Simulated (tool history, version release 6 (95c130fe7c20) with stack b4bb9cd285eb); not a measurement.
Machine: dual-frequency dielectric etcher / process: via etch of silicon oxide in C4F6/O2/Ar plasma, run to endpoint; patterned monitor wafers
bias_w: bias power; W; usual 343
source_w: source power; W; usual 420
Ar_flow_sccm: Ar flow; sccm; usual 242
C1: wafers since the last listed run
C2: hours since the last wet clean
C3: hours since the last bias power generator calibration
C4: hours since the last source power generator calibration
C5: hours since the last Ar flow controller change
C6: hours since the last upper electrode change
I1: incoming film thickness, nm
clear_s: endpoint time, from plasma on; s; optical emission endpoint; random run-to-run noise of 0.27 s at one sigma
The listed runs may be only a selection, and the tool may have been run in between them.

Run 1, hour 0.0: usual settings; C1 0; C2 530.8; C3 3418.2; C4 2212.4; C5 4745.5; C6 4097.9; I1 188.2. Result: clear_s 46.1 s.
Run 2, hour 16.8: usual settings; C1 198; C2 547.6; C3 3435.0; C4 2229.2; C5 4762.3; C6 4114.7; I1 188.0. Result: clear_s 46.4 s.
Run 3, hour 30.4: usual settings but source_w 340 W, Ar_flow_sccm 271 sccm; C1 160; C2 561.2; C3 3448.6; C4 2242.8; C5 4775.9; C6 4128.3; I1 189.1. Result: clear_s 50.3 s.
Run 4, hour 76.3: usual settings but source_w 340 W, Ar_flow_sccm 271 sccm; C1 542; C2 607.1; C3 3494.5; C4 2288.7; C5 4821.8; C6 4174.2; I1 189.4. Result: clear_s 50.5 s.
Run 5, hour 92.1: usual settings; C1 186; C2 622.9; C3 3510.3; C4 2304.5; C5 4837.6; C6 4190.0; I1 189.0. Result: clear_s 46.3 s.
Run 6, hour 109.7: usual settings; C1 208; C2 640.5; C3 3527.9; C4 2322.1; C5 4855.2; C6 4207.6; I1 186.5. Result: clear_s 45.5 s.
Run 7, hour 126.3: usual settings; C1 196; C2 657.1; C3 3544.5; C4 2338.7; C5 4871.8; C6 4224.2; I1 188.8. Result: clear_s 46.7 s.
Run 8, hour 142.8: usual settings but bias_w 320 W, source_w 470 W; C1 195; C2 673.6; C3 3561.0; C4 2355.2; C5 4888.3; C6 4240.7; I1 188.2. Result: clear_s 46.4 s.
At hour 172.9: wet clean of the chamber.
Run 9, hour 173.4: usual settings but bias_w 320 W, source_w 470 W; C1 78; C2 0.5; C3 3591.6; C4 2385.8; C5 4918.9; C6 4271.3; I1 189.0. Result: clear_s 47.3 s.
Run 10, hour 173.7: usual settings but bias_w 320 W, source_w 470 W; C1 3; C2 0.8; C3 3591.9; C4 2386.1; C5 4919.2; C6 4271.6; I1 187.8. Result: clear_s 46.1 s.
Run 11, hour 179.2: usual settings; C1 65; C2 6.3; C3 3597.4; C4 2391.6; C5 4924.7; C6 4277.1; I1 187.9. Result: clear_s 46.2 s.
At hour 193.0: bias power generator calibrated.
Run 12, hour 194.2: usual settings; C1 130; C2 21.3; C3 1.2; C4 2406.6; C5 4939.7; C6 4292.1; I1 187.5. Result: clear_s 46.3 s.
Run 13, hour 206.7: usual settings but bias_w 394 W, source_w 450 W, Ar_flow_sccm 284 sccm; C1 147; C2 33.8; C3 13.7; C4 2419.1; C5 4952.2; C6 4304.6; I1 189.1. Result: clear_s 43.0 s.
Run 14, hour 222.5: usual settings but bias_w 272 W; C1 186; C2 49.6; C3 29.5; C4 2434.9; C5 4968.0; C6 4320.4; I1 187.3. Result: clear_s 52.7 s.
Run 15, hour 234.4: usual settings; C1 140; C2 61.5; C3 41.4; C4 2446.8; C5 4979.9; C6 4332.3; I1 188.4. Result: clear_s 46.6 s.
Run 16, hour 241.4: usual settings but bias_w 423 W, source_w 450 W, Ar_flow_sccm 274 sccm; C1 82; C2 68.5; C3 48.4; C4 2453.8; C5 4986.9; C6 4339.3; I1 188.0. Result: clear_s 41.6 s.
Run 17, hour 258.9: usual settings; C1 207; C2 86.0; C3 65.9; C4 2471.3; C5 5004.4; C6 4356.8; I1 189.9. Result: clear_s 47.1 s.
Run 18, hour 270.8: usual settings; C1 140; C2 97.9; C3 77.8; C4 2483.2; C5 5016.3; C6 4368.7; I1 187.5. Result: clear_s 46.0 s.
Run 19, hour 286.7: usual settings; C1 188; C2 113.8; C3 93.7; C4 2499.1; C5 5032.2; C6 4384.6; I1 188.9. Result: clear_s 46.7 s.
At hour 332.8: source power generator calibrated.
At hour 339.6: upper electrode replaced.
Run 20, hour 340.5: usual settings; C1 509; C2 167.6; C3 147.5; C4 7.7; C5 5086.0; C6 0.9; I1 188.4. Result: clear_s 46.4 s.
Run 21, hour 354.0: usual settings but source_w 340 W; C1 159; C2 181.1; C3 161.0; C4 21.2; C5 5099.5; C6 14.4; I1 189.0. Result: clear_s 49.1 s.

What will run 22 give?
At hour 369.2: Ar flow controller replaced.
Run 22, hour 371.9: usual settings but bias_w 380 W, source_w 480 W, Ar_flow_sccm 264 sccm; C1 140; C2 199.0; C3 178.9; C4 39.1; C5 2.7; C6 32.3; I1 187.3. Result: clear_s ?.

clear_s: 42.4 s
With no hidden state in the tool, this same run would have given clear_s 42.4 s.

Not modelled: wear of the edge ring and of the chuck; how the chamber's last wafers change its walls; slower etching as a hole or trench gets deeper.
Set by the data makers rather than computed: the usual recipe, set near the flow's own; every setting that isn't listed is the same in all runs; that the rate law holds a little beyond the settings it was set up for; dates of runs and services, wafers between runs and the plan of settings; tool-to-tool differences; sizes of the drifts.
